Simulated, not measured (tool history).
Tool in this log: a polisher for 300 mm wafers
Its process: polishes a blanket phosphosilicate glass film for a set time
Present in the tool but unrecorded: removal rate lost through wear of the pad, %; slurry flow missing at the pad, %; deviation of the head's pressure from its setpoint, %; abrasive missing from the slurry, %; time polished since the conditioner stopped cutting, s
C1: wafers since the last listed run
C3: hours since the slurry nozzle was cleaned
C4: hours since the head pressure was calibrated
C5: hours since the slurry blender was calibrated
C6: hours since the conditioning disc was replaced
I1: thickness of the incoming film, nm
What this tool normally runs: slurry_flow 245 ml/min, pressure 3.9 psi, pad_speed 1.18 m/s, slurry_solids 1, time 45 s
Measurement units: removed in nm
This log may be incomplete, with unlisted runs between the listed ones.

run 1 day=0 | slurry_flow=245 pressure=3.9 pad_speed=1.18 slurry_solids=1 time=45 | C1=0 wafers_polished_on_this_pad=3629 C3=195.6 C4=400.3 C5=498.4 C6=300.5 | I1=4093.2 | removed=430.4
-- day=0.429 worn pad replaced by a new one
-- day=0.571 slurry blender recalibrated
run 2 day=2 | slurry_flow=245 pressure=3.9 pad_speed=1.18 slurry_solids=1 time=45 | C1=356 wafers_polished_on_this_pad=303 C3=243.6 C4=448.3 C5=34.3 C6=348.5 | I1=4045.8 | removed=426.2
run 3 day=4.738 | slurry_flow=245 pressure=3.9 pad_speed=1.56 slurry_solids=1 time=45 | C1=557 wafers_polished_on_this_pad=861 C3=309.3 C4=514 C5=100 C6=414.2 | I1=4121.2 | removed=492.7
run 4 day=5.921 | slurry_flow=245 pressure=3.1 pad_speed=1.18 slurry_solids=1 time=40 | C1=241 wafers_polished_on_this_pad=1102 C3=337.7 C4=542.4 C5=128.4 C6=442.6 | I1=4083.9 | removed=293.8
-- day=6.45 conditioning disc replaced and pad reconditioned
-- day=6.862 head pressure recalibrated
run 5 day=8.004 | slurry_flow=160 pressure=3.9 pad_speed=0.88 slurry_solids=1 time=45 | C1=390 wafers_polished_on_this_pad=1492 C3=387.7 C4=27.4 C5=178.4 C6=37.3 | I1=4148.9 | removed=371
run 6 day=9.104 | slurry_flow=205 pressure=2.7 pad_speed=1.18 slurry_solids=0.8 time=33 | C1=224 wafers_polished_on_this_pad=1716 C3=414.1 C4=53.8 C5=204.8 C6=63.7 | I1=4151.8 | removed=199.1
run 7 day=11.842 | slurry_flow=175 pressure=5.1 pad_speed=1.18 slurry_solids=1 time=45 | C1=557 wafers_polished_on_this_pad=2274 C3=479.8 C4=119.5 C5=270.5 C6=129.4 | I1=4117.6 | removed=547.3
run 8 day=13.742 | slurry_flow=245 pressure=3.9 pad_speed=1.18 slurry_solids=1 time=45 | C1=387 wafers_polished_on_this_pad=2661 C3=525.4 C4=165.1 C5=316.1 C6=175 | I1=4111.5 | removed=434.7
-- day=14.175 slurry nozzle cleaned
run 9 day=16.529 | slurry_flow=245 pressure=3.9 pad_speed=1.18 slurry_solids=1 time=45 | C1=559 wafers_polished_on_this_pad=3220 C3=56.5 C4=232 C5=383 C6=241.9 | I1=4084.4 | removed=425.4
run 10 day=18.708 | slurry_flow=245 pressure=3.1 pad_speed=1.18 slurry_solids=1 time=40 | C1=443 wafers_polished_on_this_pad=3664 C3=108.8 C4=284.3 C5=435.3 C6=294.2 | I1=4081.5 | removed=301.9
-- day=19.054 worn pad replaced by a new one
-- day=19.492 slurry blender recalibrated
run 11 day=21.042 | slurry_flow=295 pressure=3.9 pad_speed=1.18 slurry_solids=1 time=45 | C1=424 wafers_polished_on_this_pad=388 C3=164.8 C4=340.3 C5=37.2 C6=350.2 | I1=4071.9 | removed=421.8
run 12 day=23.321 | slurry_flow=165 pressure=2.7 pad_speed=0.94 slurry_solids=1.25 time=45 | C1=464 wafers_polished_on_this_pad=852 C3=219.5 C4=395 C5=91.9 C6=404.9 | I1=4065.8 | removed=277.1
run 13 day=27.267 | slurry_flow=245 pressure=3.9 pad_speed=1.18 slurry_solids=1 time=45 | C1=803 wafers_polished_on_this_pad=1656 C3=314.2 C4=489.7 C5=186.6 C6=499.6 | I1=4066.3 | removed=404.1
-- day=28.138 conditioning disc replaced and pad reconditioned
run 14 day=29.379 | slurry_flow=245 pressure=3.9 pad_speed=1.18 slurry_solids=1 time=45 | C1=413 wafers_polished_on_this_pad=2069 C3=364.9 C4=540.4 C5=237.3 C6=29.8 | I1=4031.3 | removed=414.8
run 15 day=31.588 | slurry_flow=245 pressure=3.9 pad_speed=1.18 slurry_solids=1 time=45 | C1=449 wafers_polished_on_this_pad=2519 C3=417.9 C4=593.4 C5=290.3 C6=82.8 | I1=4070.3 | removed=407
-- day=32.525 head pressure recalibrated
run 16 day=33.25 | slurry_flow=290 pressure=3.9 pad_speed=1.18 slurry_solids=0.75 time=52 | C1=321 wafers_polished_on_this_pad=2841 C3=457.8 C4=17.4 C5=330.2 C6=122.7 | I1=4027.2 | removed=456.4
run 17 day=34.392 | slurry_flow=245 pressure=3.9 pad_speed=1.18 slurry_solids=1 time=45 | C1=232 wafers_polished_on_this_pad=3074 C3=485.2 C4=44.8 C5=357.6 C6=150.1 | I1=4041.8 | removed=445.1
run 18 day=36.233 | slurry_flow=245 pressure=3.9 pad_speed=0.84 slurry_solids=1 time=45 | C1=375 wafers_polished_on_this_pad=3449 C3=529.4 C4=89 C5=401.8 C6=194.3 | I1=4023.5 | removed=367.8
-- day=36.392 slurry nozzle cleaned
run 19 day=38.167 | slurry_flow=220 pressure=3.9 pad_speed=1.18 slurry_solids=1 time=45 | C1=385 wafers_polished_on_this_pad=3834 C3=42.6 C4=135.4 C5=448.2 C6=240.7 | I1=4140 | removed=435.5
-- day=38.854 worn pad replaced by a new one
-- day=40.321 slurry blender recalibrated
run 20 day=40.479 | slurry_flow=305 pressure=4.3 pad_speed=1.54 slurry_solids=1 time=45 | C1=420 wafers_polished_on_this_pad=313 C3=98.1 C4=190.9 C5=3.8 C6=296.2 | I1=4082.1 | removed=564
run 21 day=41.608 | slurry_flow=245 pressure=3.9 pad_speed=1.32 slurry_solids=1 time=51 | C1=230 wafers_polished_on_this_pad=544 C3=125.2 C4=218 C5=30.9 C6=323.3 | I1=4094.6 | removed=525.4
run 22 day=42.833 | slurry_flow=245 pressure=3.9 pad_speed=1.18 slurry_solids=1 time=45 | C1=249 wafers_polished_on_this_pad=793 C3=154.6 C4=247.4 C5=60.3 C6=352.7 | I1=4139.4 | removed=429.5
run 23 day=45.729 | slurry_flow=290 pressure=3.9 pad_speed=1.18 slurry_solids=1.15 time=61 | C1=589 wafers_polished_on_this_pad=1383 C3=224.1 C4=316.9 C5=129.8 C6=422.2 | I1=4087.2 | removed=623.4
run 24 day=47.392 | slurry_flow=245 pressure=3.9 pad_speed=1.18 slurry_solids=1 time=45 | C1=338 wafers_polished_on_this_pad=1722 C3=264 C4=356.8 C5=169.7 C6=462.1 | I1=4065.7 | removed=419.6
-- day=49.746 conditioning disc replaced and pad reconditioned
run 25 day=50.317 | slurry_flow=245 pressure=3.9 pad_speed=1.18 slurry_solids=0.75 time=45 | C1=578 wafers_polished_on_this_pad=2301 C3=334.2 C4=427 C5=239.9 C6=13.7 | I1=4130.5 | removed=366.1
run 26 day=52.971 | slurry_flow=245 pressure=3.9 pad_speed=1.18 slurry_solids=1 time=45 | C1=540 wafers_polished_on_this_pad=2841 C3=397.9 C4=490.7 C5=303.6 C6=77.4 | I1=4047.2 | removed=426.3

3 options for the next run, each taken on its own from the tool as it stands now. Forecast them:
run A day=52.988 | slurry_flow=245 pressure=3.9 pad_speed=1.18 slurry_solids=1.25 time=45 | C1=3 wafers_polished_on_this_pad=2845 C3=398.3 C4=491.1 C5=304 C6=77.8 | I1=4001.8 | removed=?
run B day=52.988 | slurry_flow=200 pressure=5.3 pad_speed=1.18 slurry_solids=0.8 time=60 | C1=3 wafers_polished_on_this_pad=2845 C3=398.3 C4=491.1 C5=304 C6=77.8 | I1=4001.8 | removed=?
run C day=52.988 | slurry_flow=245 pressure=3.9 pad_speed=1.52 slurry_solids=1 time=45 | C1=3 wafers_polished_on_this_pad=2845 C3=398.3 C4=491.1 C5=304 C6=77.8 | I1=4001.8 | removed=?

run=A removed=470.2
run=B removed=658
run=C removed=492.8
With the hidden condition removed and each run's random variation left untouched, the same runs would have given:
run=A removed=519
run=B removed=731.2
run=C removed=546.1

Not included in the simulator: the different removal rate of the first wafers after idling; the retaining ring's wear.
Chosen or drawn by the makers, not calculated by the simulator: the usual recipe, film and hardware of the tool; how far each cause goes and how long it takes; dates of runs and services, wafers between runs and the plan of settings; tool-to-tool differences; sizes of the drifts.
